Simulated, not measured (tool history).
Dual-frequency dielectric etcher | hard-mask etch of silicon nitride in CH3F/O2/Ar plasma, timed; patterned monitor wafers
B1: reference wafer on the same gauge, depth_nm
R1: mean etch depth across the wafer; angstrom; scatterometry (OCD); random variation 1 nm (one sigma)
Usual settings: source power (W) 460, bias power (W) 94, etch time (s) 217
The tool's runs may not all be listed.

{"run": 1, "day": 0.0, "source power (W)": 490, "bias power (W)": 94, "etch time (s)": 217, "B1": 145.7, "R1": 1621}
{"run": 2, "day": 0.475, "source power (W)": 490, "bias power (W)": 94, "etch time (s)": 217, "B1": 145.9, "R1": 1614}
{"run": 3, "day": 1.2, "source power (W)": 460, "bias power (W)": 94, "etch time (s)": 217, "B1": 145.9, "R1": 1586}
{"run": 4, "day": 1.9, "source power (W)": 460, "bias power (W)": 94, "etch time (s)": 217, "B1": 146.1, "R1": 1554}
{"run": 5, "day": 2.362, "source power (W)": 460, "bias power (W)": 94, "etch time (s)": 217, "B1": 145.9, "R1": 1568}
{"run": 6, "day": 2.675, "source power (W)": 460, "bias power (W)": 94, "etch time (s)": 217, "B1": 145.9, "R1": 1568}
{"run": 7, "day": 3.258, "source power (W)": 460, "bias power (W)": 94, "etch time (s)": 217, "B1": 146, "R1": 1576}
{"run": 8, "day": 3.983, "source power (W)": 460, "bias power (W)": 94, "etch time (s)": 217, "B1": 146.1, "R1": 1568}
{"run": 9, "day": 4.538, "source power (W)": 460, "bias power (W)": 94, "etch time (s)": 217, "B1": 146.1, "R1": 1561}
{"run": 10, "day": 4.808, "source power (W)": 460, "bias power (W)": 94, "etch time (s)": 217, "B1": 146.1, "R1": 1558}
{"day": 6.075, "done": "wet clean of the chamber"}
{"run": 11, "day": 6.096, "source power (W)": 460, "bias power (W)": 94, "etch time (s)": 217, "B1": 145.8, "R1": 1642}
{"run": 12, "day": 6.112, "source power (W)": 460, "bias power (W)": 94, "etch time (s)": 217, "B1": 145.9, "R1": 1629}
{"run": 13, "day": 6.188, "source power (W)": 510, "bias power (W)": 94, "etch time (s)": 217, "B1": 145.9, "R1": 1716}
{"day": 6.804, "done": "bias power generator calibrated"}
{"day": 7.838, "done": "upper electrode replaced"}
{"day": 7.933, "done": "source power generator calibrated"}
{"run": 14, "day": 7.954, "source power (W)": 510, "bias power (W)": 94, "etch time (s)": 217, "B1": 146.1, "R1": 1717}
{"run": 15, "day": 7.971, "source power (W)": 500, "bias power (W)": 75, "etch time (s)": 252, "B1": 145.8, "R1": 1814}
{"run": 16, "day": 7.988, "source power (W)": 410, "bias power (W)": 86, "etch time (s)": 217, "B1": 146, "R1": 1511}
{"run": 17, "day": 9.054, "source power (W)": 460, "bias power (W)": 94, "etch time (s)": 217, "B1": 146.1, "R1": 1648}
{"run": 18, "day": 9.404, "source power (W)": 460, "bias power (W)": 82, "etch time (s)": 217, "B1": 146, "R1": 1563}
{"run": 19, "day": 10.1, "source power (W)": 380, "bias power (W)": 78, "etch time (s)": 255.5, "B1": 146, "R1": 1647}
{"run": 20, "day": 10.667, "source power (W)": 460, "bias power (W)": 94, "etch time (s)": 217, "B1": 145.8, "R1": 1633}
{"day": 10.862, "done": "gauge calibrated"}
{"run": 21, "day": 11.233, "source power (W)": 510, "bias power (W)": 76, "etch time (s)": 153.5, "B1": 145.9, "R1": 1103}
{"run": 22, "day": 11.954, "source power (W)": 350, "bias power (W)": 80, "etch time (s)": 238, "B1": 146.1, "R1": 1464}
{"run": 23, "day": 12.317, "source power (W)": 460, "bias power (W)": 94, "etch time (s)": 183, "B1": 145.9, "R1": 1386}
{"run": 24, "day": 13.812, "source power (W)": 410, "bias power (W)": 112, "etch time (s)": 217, "B1": 146, "R1": 1664}
{"run": 25, "day": 14.188, "source power (W)": 460, "bias power (W)": 94, "etch time (s)": 217, "B1": 146.4, "R1": 1620}
{"run": 26, "day": 14.612, "source power (W)": 460, "bias power (W)": 94, "etch time (s)": 249.5, "B1": 146.2, "R1": 1848}
{"run": 27, "day": 14.95, "source power (W)": 400, "bias power (W)": 72, "etch time (s)": 171.5, "B1": 145.8, "R1": 1066}
{"run": 28, "day": 15.275, "source power (W)": 460, "bias power (W)": 80, "etch time (s)": 217, "B1": 146, "R1": 1500}
{"run": 29, "day": 15.929, "source power (W)": 530, "bias power (W)": 94, "etch time (s)": 217, "B1": 145.9, "R1": 1715}

Forecast each of these 4 alternatives for the next run:
{"run": "A", "day": 15.95, "source power (W)": 460, "bias power (W)": 94, "etch time (s)": 217, "B1": "?", "R1": "?"}
{"run": "B", "day": 15.95, "source power (W)": 350, "bias power (W)": 71, "etch time (s)": 217, "B1": "?", "R1": "?"}
{"run": "C", "day": 15.95, "source power (W)": 520, "bias power (W)": 112, "etch time (s)": 217, "B1": "?", "R1": "?"}
{"run": "D", "day": 15.95, "source power (W)": 340, "bias power (W)": 84, "etch time (s)": 260.5, "B1": "?", "R1": "?"}

run=A B1=145.7 R1=1624
run=B B1=145.7 R1=1279
run=C B1=145.7 R1=1839
run=D B1=145.7 R1=1623
Without the tool's hidden state the same runs would have given:
run=A R1=1664
run=B R1=1311
run=C R1=1885
run=D R1=1663
